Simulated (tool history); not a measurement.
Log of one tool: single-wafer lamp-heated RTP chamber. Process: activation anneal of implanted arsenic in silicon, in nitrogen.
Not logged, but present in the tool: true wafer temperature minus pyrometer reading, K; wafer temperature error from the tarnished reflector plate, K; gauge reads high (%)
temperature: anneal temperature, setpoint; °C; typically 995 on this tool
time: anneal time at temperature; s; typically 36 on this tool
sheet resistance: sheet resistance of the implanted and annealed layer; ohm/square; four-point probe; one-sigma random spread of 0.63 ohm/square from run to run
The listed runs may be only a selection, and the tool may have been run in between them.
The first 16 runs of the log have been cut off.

run,hour,temperature,time,wafers since the last listed run,wafers since the last pyrometer calibration,wafers since the reflector plate was cleaned,hours since the gauge calibration,"read-back reference wafer on the same gauge, sheet resistance",sheet resistance
17,1463.0,995,21,892,1890,2625,512.7,154.13,195.46
18,1565.8,995,36,990,2880,3615,615.5,153.88,189.09
19,1673.6,1025,44,1038,3918,4654,723.3,154.05,177.67
20,1721.7,1008,36,463,4381,5117,771.4,154.10,183.76
21,1814.5,995,36,893,5275,6011,864.2,154.08,188.31
22,1867.8,1005,55,513,5788,6524,917.5,154.05,181.47
# hour 1938.8: pyrometer window cleaned and pyrometer calibrated
23,1948.6,975,51,701,94,7225,998.3,154.03,193.24
24,2049.4,995,36,970,1065,8196,1099.1,154.02,190.07
25,2098.1,977,53,469,1534,8665,1147.8,153.94,189.89
# hour 2124.9: reflector plate cleaned
26,2175.7,1020,50,670,2204,489,1225.4,153.94,177.66
27,2225.4,995,56,478,2683,968,1275.1,154.10,184.05
28,2332.2,995,36,1028,3712,1996,1381.9,154.02,187.25
29,2424.2,981,46,886,4598,2882,1473.9,153.98,189.95
30,2515.0,995,36,874,5472,3757,1564.7,153.86,187.29
31,2604.6,972,52,862,6335,4620,1654.3,153.84,190.69
# hour 2634.9: gauge calibrated
# hour 2689.6: pyrometer window cleaned and pyrometer calibrated
32,2690.1,995,36,746,5,5366,55.2,154.06,192.61
33,2775.3,1018,36,820,825,6187,140.4,154.02,183.57
34,2861.3,995,36,828,1653,7015,226.4,154.03,188.90
35,2962.3,966,44,972,2626,7988,327.4,153.93,193.96
# hour 3004.8: reflector plate cleaned
36,3021.8,977,53,496,3122,164,386.9,154.03,190.24

Forecast each of these 4 alternatives for the next run:
A,3022.2,1006,36,3,3126,167,387.3,?,?
B,3022.2,980,30,3,3126,167,387.3,?,?
C,3022.2,968,55,3,3126,167,387.3,?,?
D,3022.2,1006,15,3,3126,167,387.3,?,?

run,"read-back reference wafer on the same gauge, sheet resistance",sheet resistance
A,154.05,184.83
B,154.05,193.30
C,154.05,190.31
D,154.05,194.11
The same runs, with their run-to-run variation unchanged, on a tool lacking any hidden condition would have given:
run,sheet resistance
A,187.55
B,195.44
C,192.73
D,196.19
